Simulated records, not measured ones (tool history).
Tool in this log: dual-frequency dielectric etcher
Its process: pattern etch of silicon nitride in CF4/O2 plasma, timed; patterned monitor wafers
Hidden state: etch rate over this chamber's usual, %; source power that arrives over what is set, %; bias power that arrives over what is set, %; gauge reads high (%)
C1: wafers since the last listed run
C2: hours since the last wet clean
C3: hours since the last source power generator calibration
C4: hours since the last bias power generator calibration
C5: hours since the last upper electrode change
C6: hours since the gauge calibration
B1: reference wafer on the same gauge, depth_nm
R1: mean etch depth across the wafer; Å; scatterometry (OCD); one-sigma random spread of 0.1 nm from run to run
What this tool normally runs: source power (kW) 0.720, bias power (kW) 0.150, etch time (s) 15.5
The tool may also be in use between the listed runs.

Run 1, hour 0.0: usual settings but bias power (kW) 0.134, etch time (s) 16.5; C1 0; C2 268.6; C3 2478.2; C4 2805.2; C5 4272.3; C6 215.1; B1 36.95. Result: R1 404.7 Å.
Run 2, hour 20.6: usual settings; C1 268; C2 289.2; C3 2498.8; C4 2825.8; C5 4292.9; C6 235.7; B1 37.00. Result: R1 393.0 Å.
Run 3, hour 34.1: usual settings; C1 176; C2 302.7; C3 2512.3; C4 2839.3; C5 4306.4; C6 249.2; B1 37.01. Result: R1 390.7 Å.
Run 4, hour 51.7: usual settings; C1 229; C2 320.3; C3 2529.9; C4 2856.9; C5 4324.0; C6 266.8; B1 37.02. Result: R1 390.4 Å.
Run 5, hour 58.0: usual settings; C1 82; C2 326.6; C3 2536.2; C4 2863.2; C5 4330.3; C6 273.1; B1 36.99. Result: R1 392.2 Å.
Run 6, hour 68.2: usual settings; C1 133; C2 336.8; C3 2546.4; C4 2873.4; C5 4340.5; C6 283.3; B1 36.99. Result: R1 391.3 Å.
Run 7, hour 75.3: usual settings; C1 92; C2 343.9; C3 2553.5; C4 2880.5; C5 4347.6; C6 290.4; B1 36.97. Result: R1 389.4 Å.
Run 8, hour 93.2: usual settings; C1 233; C2 361.8; C3 2571.4; C4 2898.4; C5 4365.5; C6 308.3; B1 37.03. Result: R1 388.3 Å.
Run 9, hour 103.0: usual settings; C1 127; C2 371.6; C3 2581.2; C4 2908.2; C5 4375.3; C6 318.1; B1 37.00. Result: R1 389.3 Å.
Run 10, hour 110.6: usual settings; C1 99; C2 379.2; C3 2588.8; C4 2915.8; C5 4382.9; C6 325.7; B1 36.99. Result: R1 389.7 Å.
At hour 124.4: source power generator calibrated.
Run 11, hour 125.9: usual settings; C1 147; C2 394.5; C3 1.5; C4 2931.1; C5 4398.2; C6 341.0; B1 37.02. Result: R1 388.6 Å.
Run 12, hour 134.3: usual settings; C1 109; C2 402.9; C3 9.9; C4 2939.5; C5 4406.6; C6 349.4; B1 36.99. Result: R1 387.8 Å.
At hour 158.5: upper electrode replaced.
Run 13, hour 159.0: usual settings but bias power (kW) 0.163; C1 9; C2 427.6; C3 34.6; C4 2964.2; C5 0.5; C6 374.1; B1 37.00. Result: R1 396.6 Å.
Run 14, hour 159.5: usual settings; C1 6; C2 428.1; C3 35.1; C4 2964.7; C5 1.0; C6 374.6; B1 36.97. Result: R1 386.0 Å.
At hour 171.8: bias power generator calibrated.
Run 15, hour 176.1: usual settings; C1 164; C2 444.7; C3 51.7; C4 4.3; C5 17.6; C6 391.2; B1 37.04. Result: R1 384.9 Å.
Run 16, hour 183.6: usual settings but source power (kW) 0.560, bias power (kW) 0.177, etch time (s) 11.0; C1 97; C2 452.2; C3 59.2; C4 11.8; C5 25.1; C6 398.7; B1 37.01. Result: R1 235.5 Å.
Run 17, hour 192.7: usual settings; C1 118; C2 461.3; C3 68.3; C4 20.9; C5 34.2; C6 407.8; B1 36.99. Result: R1 387.4 Å.

Forecast run 18:
At hour 221.6: wet clean of the chamber.
Run 18, hour 222.1: usual settings but source power (kW) 0.810, bias power (kW) 0.186, etch time (s) 18.0; C1 70; C2 0.5; C3 97.7; C4 50.3; C5 63.6; C6 437.2; B1 ?. Result: R1 ?.

For run 18 the tool returned B1 37.00, R1 545.9 Å.
Were there no unlogged condition in the tool, this run, its random variation unchanged, would have produced R1 546.4 Å.

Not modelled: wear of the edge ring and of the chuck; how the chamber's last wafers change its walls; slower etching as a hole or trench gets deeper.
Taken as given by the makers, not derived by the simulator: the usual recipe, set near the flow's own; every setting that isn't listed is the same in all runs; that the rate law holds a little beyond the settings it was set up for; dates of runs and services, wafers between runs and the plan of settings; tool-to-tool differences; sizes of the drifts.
